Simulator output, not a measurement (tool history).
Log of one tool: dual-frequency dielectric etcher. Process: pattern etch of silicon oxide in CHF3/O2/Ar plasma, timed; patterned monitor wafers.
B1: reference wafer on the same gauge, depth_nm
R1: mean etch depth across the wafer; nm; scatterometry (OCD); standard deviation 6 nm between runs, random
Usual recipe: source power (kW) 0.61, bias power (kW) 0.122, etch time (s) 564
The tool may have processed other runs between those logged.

{"run": 1, "hour": 0.0, "source power (kW)": 0.61, "bias power (kW)": 0.122, "etch time (s)": 564, "B1": 1150.3, "R1": 985.7}
{"hour": 27.4, "done": "wet clean of the chamber"}
{"hour": 43.3, "done": "upper electrode replaced"}
{"run": 2, "hour": 43.8, "source power (kW)": 0.61, "bias power (kW)": 0.122, "etch time (s)": 440, "B1": 1150.7, "R1": 746.5}
{"run": 3, "hour": 44.6, "source power (kW)": 0.61, "bias power (kW)": 0.122, "etch time (s)": 440, "B1": 1149.3, "R1": 754.7}
{"run": 4, "hour": 65.1, "source power (kW)": 0.61, "bias power (kW)": 0.122, "etch time (s)": 440, "B1": 1153.1, "R1": 761.6}
{"run": 5, "hour": 152.6, "source power (kW)": 0.61, "bias power (kW)": 0.122, "etch time (s)": 564, "B1": 1150, "R1": 955}
{"run": 6, "hour": 187.8, "source power (kW)": 0.61, "bias power (kW)": 0.122, "etch time (s)": 564, "B1": 1150.6, "R1": 951}
{"run": 7, "hour": 212.0, "source power (kW)": 0.61, "bias power (kW)": 0.122, "etch time (s)": 564, "B1": 1150.8, "R1": 950.3}
{"run": 8, "hour": 235.0, "source power (kW)": 0.61, "bias power (kW)": 0.122, "etch time (s)": 564, "B1": 1151.4, "R1": 960.1}
{"hour": 281.1, "done": "wet clean of the chamber, repeated, since the last time left the tool worse"}
{"run": 9, "hour": 281.6, "source power (kW)": 0.61, "bias power (kW)": 0.122, "etch time (s)": 564, "B1": 1149.7, "R1": 1014.7}
{"run": 10, "hour": 303.7, "source power (kW)": 0.61, "bias power (kW)": 0.122, "etch time (s)": 564, "B1": 1150.3, "R1": 1007.8}
{"run": 11, "hour": 333.5, "source power (kW)": 0.54, "bias power (kW)": 0.122, "etch time (s)": 656, "B1": 1149.9, "R1": 1104}
{"run": 12, "hour": 350.2, "source power (kW)": 0.61, "bias power (kW)": 0.122, "etch time (s)": 564, "B1": 1150.6, "R1": 1010.1}
{"run": 13, "hour": 380.3, "source power (kW)": 0.61, "bias power (kW)": 0.122, "etch time (s)": 440, "B1": 1149.7, "R1": 782.1}
{"hour": 392.7, "done": "gauge calibrated"}
{"hour": 411.1, "done": "source power generator calibrated"}
{"run": 14, "hour": 472.2, "source power (kW)": 0.53, "bias power (kW)": 0.122, "etch time (s)": 716.5, "B1": 1147.6, "R1": 1189.9}
{"run": 15, "hour": 489.2, "source power (kW)": 0.61, "bias power (kW)": 0.122, "etch time (s)": 564, "B1": 1149.4, "R1": 1003.3}
{"run": 16, "hour": 503.1, "source power (kW)": 0.61, "bias power (kW)": 0.122, "etch time (s)": 564, "B1": 1151.3, "R1": 1000.1}
{"hour": 520.7, "done": "bias power generator calibrated"}
{"run": 17, "hour": 530.6, "source power (kW)": 0.61, "bias power (kW)": 0.141, "etch time (s)": 564, "B1": 1148.9, "R1": 1038.5}
{"run": 18, "hour": 563.6, "source power (kW)": 0.61, "bias power (kW)": 0.122, "etch time (s)": 564, "B1": 1148.1, "R1": 996.1}
{"run": 19, "hour": 583.8, "source power (kW)": 0.57, "bias power (kW)": 0.133, "etch time (s)": 564, "B1": 1150.3, "R1": 976.2}
{"run": 20, "hour": 601.0, "source power (kW)": 0.76, "bias power (kW)": 0.15, "etch time (s)": 724, "B1": 1148.2, "R1": 1514.6}
{"run": 21, "hour": 631.1, "source power (kW)": 0.61, "bias power (kW)": 0.122, "etch time (s)": 564, "B1": 1149.2, "R1": 994.1}
{"run": 22, "hour": 649.3, "source power (kW)": 0.69, "bias power (kW)": 0.122, "etch time (s)": 564, "B1": 1149.4, "R1": 1069.2}
{"run": 23, "hour": 663.4, "source power (kW)": 0.68, "bias power (kW)": 0.132, "etch time (s)": 564, "B1": 1148.4, "R1": 1075.8}
{"run": 24, "hour": 684.2, "source power (kW)": 0.7, "bias power (kW)": 0.122, "etch time (s)": 564, "B1": 1151.9, "R1": 1061.7}
{"run": 25, "hour": 713.9, "source power (kW)": 0.61, "bias power (kW)": 0.122, "etch time (s)": 564, "B1": 1150.4, "R1": 982.8}
{"run": 26, "hour": 732.2, "source power (kW)": 0.72, "bias power (kW)": 0.112, "etch time (s)": 564, "B1": 1147.6, "R1": 1056}
{"run": 27, "hour": 750.1, "source power (kW)": 0.61, "bias power (kW)": 0.122, "etch time (s)": 712, "B1": 1148.6, "R1": 1241.9}

What will run 28 give?
{"run": 28, "hour": 762.6, "source power (kW)": 0.61, "bias power (kW)": 0.111, "etch time (s)": 461, "B1": "?", "R1": "?"}

{"run 28": {"B1": 1150.7, "R1": 790.2}}
Take away the tool's hidden state, keep the run-to-run variation as it was, and the same run would have given R1 817.9 nm.

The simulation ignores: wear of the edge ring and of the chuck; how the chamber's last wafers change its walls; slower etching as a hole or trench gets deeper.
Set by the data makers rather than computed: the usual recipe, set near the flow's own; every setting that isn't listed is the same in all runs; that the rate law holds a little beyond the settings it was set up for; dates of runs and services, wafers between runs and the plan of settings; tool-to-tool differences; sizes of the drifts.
